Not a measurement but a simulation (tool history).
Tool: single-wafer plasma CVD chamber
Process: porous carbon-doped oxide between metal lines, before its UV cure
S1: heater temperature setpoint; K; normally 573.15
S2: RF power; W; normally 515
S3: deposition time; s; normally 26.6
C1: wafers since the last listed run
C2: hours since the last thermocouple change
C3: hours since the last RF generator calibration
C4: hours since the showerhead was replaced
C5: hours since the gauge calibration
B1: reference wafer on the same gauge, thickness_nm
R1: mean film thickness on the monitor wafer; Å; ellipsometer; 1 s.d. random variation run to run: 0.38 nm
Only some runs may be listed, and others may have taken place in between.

| run | hour | S1 | S2 | S3 | C1 | C2 | C3 | C4 | C5 | B1 | R1 |
|---|---|---|---|---|---|---|---|---|---|---|---|
| 1 | 0 | 573.15 | 515 | 26.6 | 0 | 1173.6 | 1434.6 | 5653.8 | 82.8 | 137.905 | 1428.02 |
| 2 | 10.2 | 573.15 | 515 | 26.6 | 138 | 1183.8 | 1444.8 | 5664 | 93 | 137.947 | 1430.3 |
| 3 | 27.8 | 573.15 | 515 | 26.6 | 238 | 1201.4 | 1462.4 | 5681.6 | 110.6 | 137.986 | 1424.15 |
| 4 | 38.1 | 573.15 | 515 | 26.6 | 139 | 1211.7 | 1472.7 | 5691.9 | 120.9 | 138.021 | 1425.67 |
| 5 | 55.4 | 573.15 | 515 | 30.7 | 234 | 1229 | 1490 | 5709.2 | 138.2 | 138.208 | 1638.03 |
| 6 | 63.1 | 573.15 | 515 | 26.6 | 104 | 1236.7 | 1497.7 | 5716.9 | 145.9 | 137.991 | 1431.66 |
| 7 | 70.9 | 573.15 | 515 | 26.6 | 105 | 1244.5 | 1505.5 | 5724.7 | 153.7 | 137.905 | 1422.87 |
| 8 | 85.4 | 573.15 | 515 | 26.6 | 196 | 1259 | 1520 | 5739.2 | 168.2 | 138.002 | 1421.73 |
| 9 | 100.2 | 573.15 | 445 | 23.7 | 200 | 1273.8 | 1534.8 | 5754 | 183 | 137.975 | 1165.26 |
| 10 | 114.5 | 573.15 | 445 | 23.7 | 193 | 1288.1 | 1549.1 | 5768.3 | 197.3 | 138.077 | 1164.25 |
| 11 | 128.1 | 573.15 | 445 | 23.7 | 184 | 1301.7 | 1562.7 | 5781.9 | 210.9 | 138.137 | 1162.96 |
| 12 | 135.1 | 573.15 | 515 | 26.6 | 94 | 1308.7 | 1569.7 | 5788.9 | 217.9 | 137.998 | 1428.21 |
| 13 | 146.9 | 573.15 | 515 | 26.6 | 159 | 1320.5 | 1581.5 | 5800.7 | 229.7 | 138.234 | 1419.86 |
| 14 | 160.5 | 573.15 | 515 | 26.6 | 184 | 1334.1 | 1595.1 | 5814.3 | 243.3 | 138.117 | 1423.98 |
| 15 | 176.5 | 573.15 | 515 | 26.6 | 216 | 1350.1 | 1611.1 | 5830.3 | 259.3 | 137.787 | 1419.05 |
| 16 | 184.5 | 573.15 | 515 | 26.6 | 108 | 1358.1 | 1619.1 | 5838.3 | 267.3 | 138.007 | 1419.02 |
|  | 198.2 | thermocouple changed; heater temperature recalibrated |
| 17 | 198.8 | 573.15 | 515 | 26.6 | 85 | 0.6 | 1633.4 | 5852.6 | 281.6 | 138.003 | 1428.59 |
| 18 | 210.1 | 573.15 | 515 | 26.6 | 153 | 11.9 | 1644.7 | 5863.9 | 292.9 | 137.97 | 1421.14 |
| 19 | 225.2 | 567.15 | 560 | 24.4 | 204 | 27 | 1659.8 | 5879 | 308 | 138.04 | 1415.12 |
| 20 | 239.1 | 560.15 | 435 | 23.3 | 188 | 40.9 | 1673.7 | 5892.9 | 321.9 | 137.994 | 1193.03 |
| 21 | 270.4 | 573.15 | 515 | 26.6 | 424 | 72.2 | 1705 | 5924.2 | 353.2 | 138.053 | 1411.93 |
| 22 | 277.3 | 582.15 | 445 | 30.9 | 93 | 79.1 | 1711.9 | 5931.1 | 360.1 | 137.924 | 1426.96 |

Estimate the outcome of run 23 from the log above:
|  | 278.1 | gauge calibrated |
|  | 292.2 | RF generator calibrated |
| 23 | 323.6 | 573.15 | 515 | 24.5 | 519 | 125.4 | 31.4 | 5977.4 | 45.5 | ? | ? |

B1: 137.948
R1: 1358.93 Å
On a tool with no hidden condition, and with the same random variation, this run would have come out at R1 1359.85 Å.
